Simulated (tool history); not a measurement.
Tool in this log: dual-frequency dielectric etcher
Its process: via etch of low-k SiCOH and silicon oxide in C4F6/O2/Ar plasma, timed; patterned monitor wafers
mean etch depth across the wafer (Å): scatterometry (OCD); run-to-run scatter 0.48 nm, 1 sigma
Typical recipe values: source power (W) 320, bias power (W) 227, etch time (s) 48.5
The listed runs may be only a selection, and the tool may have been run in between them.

run    hour  source power (W)  bias power (W)  etch time (s)  wafers since the last listed run  hours since the last wet clean  hours since the last source power generator calibration  hours since the last bias power generator calibration  hours since the last upper electrode change  hours since the gauge calibration  read-back reference wafer on the same gauge, depth_nm  mean etch depth across the wafer (Å)
  1     0.0               350             227           48.5                                 0                            78.1                                                   4405.4                                                 1199.3                                       1876.6                             1895.7                                                  131.1                                  1286
  2    83.6               320             227           48.5                               915                           161.7                                                   4489.0                                                 1282.9                                       1960.2                             1979.3                                                  131.0                                  1233
  3   189.3               320             227           48.5                              1157                           267.4                                                   4594.7                                                 1388.6                                       2065.9                             2085.0                                                  130.9                                  1218
  4   227.2               320             200           48.5                               415                           305.3                                                   4632.6                                                 1426.5                                       2103.8                             2122.9                                                  131.0                                  1170
  5   268.4               320             200           48.5                               451                           346.5                                                   4673.8                                                 1467.7                                       2145.0                             2164.1                                                  130.9                                  1168
  6   324.3               320             200           48.5                               612                           402.4                                                   4729.7                                                 1523.6                                       2200.9                             2220.0                                                  131.0                                  1157
  7   382.1               260             227           48.5                               633                           460.2                                                   4787.5                                                 1581.4                                       2258.7                             2277.8                                                  130.9                                  1104
      386.0  -- gauge calibrated
  8   458.2               320             227           48.5                               833                           536.3                                                   4863.6                                                 1657.5                                       2334.8                               72.2                                                  131.1                                  1227
  9   501.8               320             227           59.5                               477                           579.9                                                   4907.2                                                 1701.1                                       2378.4                              115.8                                                  131.0                                  1484
      591.5  -- wet clean of the chamber
 10   592.0               320             227           54.5                               724                             0.5                                                   4997.4                                                 1791.3                                       2468.6                              206.0                                                  131.0                                  1415
      597.4  -- bias power generator calibrated
 11   621.7               320             227           48.5                               281                            30.2                                                   5027.1                                                   24.3                                       2498.3                              235.7                                                  131.0                                  1230
 12   690.6               280             227           48.5                               754                            99.1                                                   5096.0                                                   93.2                                       2567.2                              304.6                                                  131.0                                  1165
 13   727.2               320             227           54.0                               400                           135.7                                                   5132.6                                                  129.8                                       2603.8                              341.2                                                  131.0                                  1362
 14   825.5               270             242           48.5                              1076                           234.0                                                   5230.9                                                  228.1                                       2702.1                              439.5                                                  131.0                                  1159
 15   915.1               240             212           57.5                               981                           323.6                                                   5320.5                                                  317.7                                       2791.7                              529.1                                                  131.0                                  1233
 16   996.8               350             253           48.5                               894                           405.3                                                   5402.2                                                  399.4                                       2873.4                              610.8                                                  131.0                                  1316
     1131.3  -- source power generator calibrated
     1136.5  -- wet clean of the chamber
 17  1297.5               270             189           36.5                              3192                           161.0                                                    166.2                                                  700.1                                       3174.1                              911.5                                                  130.9                                   792
 18  1368.1               380             227           42.5                               773                           231.6                                                    236.8                                                  770.7                                       3244.7                              982.1                                                  131.1                                  1157
 19  1462.5               320             227           35.5                              1033                           326.0                                                    331.2                                                  865.1                                       3339.1                             1076.5                                                  130.9                                   894
 20  1502.5               320             249           53.5                               438                           366.0                                                    371.2                                                  905.1                                       3379.1                             1116.5                                                  131.0                                  1391
     1579.3  -- upper electrode replaced
 21  1735.7               380             252           37.0                              2291                           599.2                                                    604.4                                                 1138.3                                        156.4                             1349.7                                                  131.1                                  1030
 22  1774.9               400             263           44.0                               429                           638.4                                                    643.6                                                 1177.5                                        195.6                             1388.9                                                  131.0                                  1272
     1816.6  -- wet clean of the chamber
 23  1842.5               320             227           48.5                               477                            25.9                                                    711.2                                                 1245.1                                        263.2                             1456.5                                                  130.9                                  1258
 24  1912.3               320             227           48.5                               764                            95.7                                                    781.0                                                 1314.9                                        333.0                             1526.3                                                  131.1                                  1238
 25  2007.3               360             183           62.5                              1040                           190.7                                                    876.0                                                 1409.9                                        428.0                             1621.3                                                  131.0                                  1549

Predict the results of run 26:
 26  2105.5               320             227           44.5                              1075                           288.9                                                    974.2                                                 1508.1                                        526.2                             1719.5                                                      ?                                     ?

{"run 26": {"read-back reference wafer on the same gauge, depth_nm": 131.0, "mean etch depth across the wafer (Å)": 1126}}
On a tool with no hidden condition, and with the same random variation, this run would have come out at mean etch depth across the wafer (Å) 1128.
